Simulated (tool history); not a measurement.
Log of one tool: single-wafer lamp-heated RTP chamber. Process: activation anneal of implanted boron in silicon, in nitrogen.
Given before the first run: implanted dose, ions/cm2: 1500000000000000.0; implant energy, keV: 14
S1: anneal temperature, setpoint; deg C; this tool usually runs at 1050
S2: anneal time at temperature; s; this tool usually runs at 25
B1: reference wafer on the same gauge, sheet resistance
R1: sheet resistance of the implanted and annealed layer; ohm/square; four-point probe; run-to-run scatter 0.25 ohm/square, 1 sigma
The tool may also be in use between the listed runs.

| run | hour | S1 | S2 | B1 | R1 |
|---|---|---|---|---|---|
| 1 | 0 | 1050 | 32 | 88.38 | 78.66 |
| 2 | 17.8 | 1050 | 32 | 88.42 | 78.52 |
| 3 | 35.7 | 1050 | 32 | 88.42 | 78.5 |
| 4 | 48.8 | 1050 | 31 | 88.35 | 78.38 |
| 5 | 58.2 | 1050 | 31 | 88.42 | 79.05 |
| 6 | 77.9 | 1050 | 21 | 88.42 | 81.47 |
| 7 | 82.2 | 1050 | 15 | 88.39 | 81.87 |
| 8 | 94 | 1050 | 15 | 88.35 | 82.41 |
| 9 | 110.8 | 1050 | 25 | 88.42 | 80.99 |
| 10 | 117.3 | 1050 | 25 | 88.38 | 80.97 |
| 11 | 129.8 | 1050 | 36 | 88.45 | 79.32 |
| 12 | 145.3 | 1050 | 25 | 88.43 | 80.75 |
| 13 | 163 | 1050 | 25 | 88.44 | 80.83 |
| 14 | 178.6 | 1060 | 35 | 88.41 | 78.11 |
| 15 | 188.4 | 1050 | 25 | 88.42 | 80.5 |
| 16 | 196.3 | 1071 | 17 | 88.37 | 79.2 |
| 17 | 204.9 | 1040 | 11 | 88.41 | 85.01 |
| 18 | 218 | 1032 | 11 | 88.38 | 86.03 |
| 19 | 232.7 | 1029 | 18 | 88.37 | 85.24 |
| 20 | 242.5 | 1026 | 25 | 88.41 | 84.87 |
| 21 | 258 | 1050 | 25 | 88.44 | 79.98 |
| 22 | 269.1 | 1074 | 25 | 88.41 | 76.85 |
| 23 | 278 | 1025 | 20 | 88.4 | 85.19 |
| 24 | 286.6 | 1050 | 25 | 88.41 | 80.13 |
| 25 | 300.6 | 1050 | 25 | 88.4 | 80.1 |
| 26 | 315 | 1050 | 25 | 88.35 | 80.31 |
| 27 | 329.9 | 1050 | 25 | 88.44 | 79.83 |
| 28 | 378.1 | 1050 | 33 | 88.38 | 78.95 |
| 29 | 390.5 | 1039 | 20 | 88.4 | 82.46 |
| 30 | 405.5 | 1050 | 25 | 88.41 | 80.08 |
| 31 | 423.3 | 1050 | 33 | 88.33 | 79.07 |
| 32 | 440.3 | 1022 | 40 | 88.43 | 82.79 |
| 33 | 446.8 | 1042 | 32 | 88.36 | 80.14 |
| 34 | 460.9 | 1023 | 18 | 88.37 | 85.21 |
| 35 | 469.2 | 1023 | 18 | 88.38 | 85.76 |
| 36 | 480 | 1066 | 13 | 88.43 | 80.84 |
| 37 | 493.3 | 1037 | 17 | 88.38 | 83.53 |
| 38 | 504.9 | 1050 | 25 | 88.43 | 81.2 |

Not shown here: 4 entries made in the log between runs. Locate each between two listed runs and compare the hidden state at the listed run before it with the hidden state at the listed run after it:
After run 5, before run 6: reflector plate cleaned (hour 77.4)
  true wafer temperature minus pyrometer reading, K: 6.06 -> 6.49; wafer temperature error from the tarnished reflector plate, K: 8.07 -> 0.951
  measured value less the no-hidden-state value, R1: -2.18 -> -1.15 ohm/square
After run 8, before run 9: pyrometer window cleaned and pyrometer calibrated (hour 108.5)
  true wafer temperature minus pyrometer reading, K: 6.85 -> 0.149; wafer temperature error from the tarnished reflector plate, K: 1.8 -> 2.6
  measured value less the no-hidden-state value, R1: -1.26 -> -0.44 ohm/square
After run 9, before run 10: gauge calibrated (hour 114.2)
  true wafer temperature minus pyrometer reading, K: 0.149 -> 0.151; wafer temperature error from the tarnished reflector plate, K: 2.6 -> 2.88
  measured value less the no-hidden-state value, R1: -0.44 -> -0.49 ohm/square
After run 35, before run 36: reflector plate cleaned (hour 479.5)
  true wafer temperature minus pyrometer reading, K: 2.91 -> 3.07; wafer temperature error from the tarnished reflector plate, K: 8.72 -> 0.701
  measured value less the no-hidden-state value, R1: -2.44 -> -0.43 ohm/square

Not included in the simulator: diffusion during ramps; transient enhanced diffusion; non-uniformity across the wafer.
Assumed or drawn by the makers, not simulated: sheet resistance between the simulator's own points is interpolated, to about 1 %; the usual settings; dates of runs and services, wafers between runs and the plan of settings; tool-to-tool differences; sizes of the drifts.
